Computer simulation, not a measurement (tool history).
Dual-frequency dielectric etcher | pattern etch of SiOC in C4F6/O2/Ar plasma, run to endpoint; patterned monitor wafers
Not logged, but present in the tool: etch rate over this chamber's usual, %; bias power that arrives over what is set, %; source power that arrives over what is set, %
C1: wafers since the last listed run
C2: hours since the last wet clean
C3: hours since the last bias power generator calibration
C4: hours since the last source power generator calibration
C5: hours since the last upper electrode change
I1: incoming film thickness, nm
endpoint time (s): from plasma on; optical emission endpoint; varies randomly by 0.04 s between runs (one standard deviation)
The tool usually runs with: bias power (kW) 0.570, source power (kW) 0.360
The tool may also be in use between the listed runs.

run 1 day=0.000 | bias_power_(kW)=0.666 source_power_(kW)=0.360 | C1=0 C2=487.3 C3=2111.2 C4=3386.4 C5=2907.7 | I1=33.98 | endpoint_time_(s)=11.2
run 2 day=0.308 | bias_power_(kW)=0.570 source_power_(kW)=0.360 | C1=91 C2=494.7 C3=2118.6 C4=3393.8 C5=2915.1 | I1=34.59 | endpoint_time_(s)=12.0
run 3 day=0.633 | bias_power_(kW)=0.570 source_power_(kW)=0.360 | C1=96 C2=502.5 C3=2126.4 C4=3401.6 C5=2922.9 | I1=34.39 | endpoint_time_(s)=11.9
run 4 day=1.104 | bias_power_(kW)=0.570 source_power_(kW)=0.360 | C1=139 C2=513.8 C3=2137.7 C4=3412.9 C5=2934.2 | I1=34.58 | endpoint_time_(s)=12.0
run 5 day=1.812 | bias_power_(kW)=0.570 source_power_(kW)=0.410 | C1=210 C2=530.8 C3=2154.7 C4=3429.9 C5=2951.2 | I1=34.17 | endpoint_time_(s)=11.3
run 6 day=2.108 | bias_power_(kW)=0.570 source_power_(kW)=0.410 | C1=87 C2=537.9 C3=2161.8 C4=3437.0 C5=2958.3 | I1=34.64 | endpoint_time_(s)=11.6
run 7 day=2.421 | bias_power_(kW)=0.570 source_power_(kW)=0.410 | C1=92 C2=545.4 C3=2169.3 C4=3444.5 C5=2965.8 | I1=34.56 | endpoint_time_(s)=11.5
-- day=3.646 wet clean of the chamber
run 8 day=3.667 | bias_power_(kW)=0.638 source_power_(kW)=0.320 | C1=72 C2=0.5 C3=2199.2 C4=3474.4 C5=2995.7 | I1=34.19 | endpoint_time_(s)=11.5
-- day=3.933 bias power generator calibrated
run 9 day=4.954 | bias_power_(kW)=0.502 source_power_(kW)=0.320 | C1=332 C2=31.4 C3=24.5 C4=3505.3 C5=3026.6 | I1=34.32 | endpoint_time_(s)=12.6
-- day=5.600 source power generator calibrated
run 10 day=5.621 | bias_power_(kW)=0.570 source_power_(kW)=0.440 | C1=148 C2=47.4 C3=40.5 C4=0.5 C5=3042.6 | I1=34.28 | endpoint_time_(s)=10.7
-- day=6.638 upper electrode replaced
run 11 day=6.658 | bias_power_(kW)=0.570 source_power_(kW)=0.380 | C1=11 C2=72.3 C3=65.4 C4=25.4 C5=0.5 | I1=34.51 | endpoint_time_(s)=11.4
run 12 day=6.833 | bias_power_(kW)=0.570 source_power_(kW)=0.280 | C1=51 C2=76.5 C3=69.6 C4=29.6 C5=4.7 | I1=34.79 | endpoint_time_(s)=12.9
run 13 day=7.579 | bias_power_(kW)=0.528 source_power_(kW)=0.390 | C1=221 C2=94.4 C3=87.5 C4=47.5 C5=22.6 | I1=34.42 | endpoint_time_(s)=11.5
run 14 day=8.233 | bias_power_(kW)=0.528 source_power_(kW)=0.390 | C1=194 C2=110.1 C3=103.2 C4=63.2 C5=38.3 | I1=34.42 | endpoint_time_(s)=11.6
run 15 day=8.512 | bias_power_(kW)=0.570 source_power_(kW)=0.360 | C1=82 C2=116.8 C3=109.9 C4=69.9 C5=45.0 | I1=34.40 | endpoint_time_(s)=11.6

Describe how what the log doesn't record of the tool's condition differs between the last listed run preceding each entry between runs and the first listed run following it.
After run 7, before run 8: wet clean of the chamber (day 3.646)
  etch rate over this chamber's usual, %: -4.08 -> 0.132
  measured value less the no-hidden-state value, endpoint time (s): +0.5 -> +0.0
After run 8, before run 9: bias power generator calibrated (day 3.933)
  etch rate over this chamber's usual, %: 0.132 -> -0.12
  measured value less the no-hidden-state value, endpoint time (s): +0.0 -> +0.0
After run 9, before run 10: source power generator calibrated (day 5.600)
  etch rate over this chamber's usual, %: -0.12 -> -0.251
  measured value less the no-hidden-state value, endpoint time (s): +0.0 -> +0.1
After run 10, before run 11: upper electrode replaced (day 6.638)
  etch rate over this chamber's usual, %: -0.251 -> -0.454
  measured value less the no-hidden-state value, endpoint time (s): +0.1 -> +0.1

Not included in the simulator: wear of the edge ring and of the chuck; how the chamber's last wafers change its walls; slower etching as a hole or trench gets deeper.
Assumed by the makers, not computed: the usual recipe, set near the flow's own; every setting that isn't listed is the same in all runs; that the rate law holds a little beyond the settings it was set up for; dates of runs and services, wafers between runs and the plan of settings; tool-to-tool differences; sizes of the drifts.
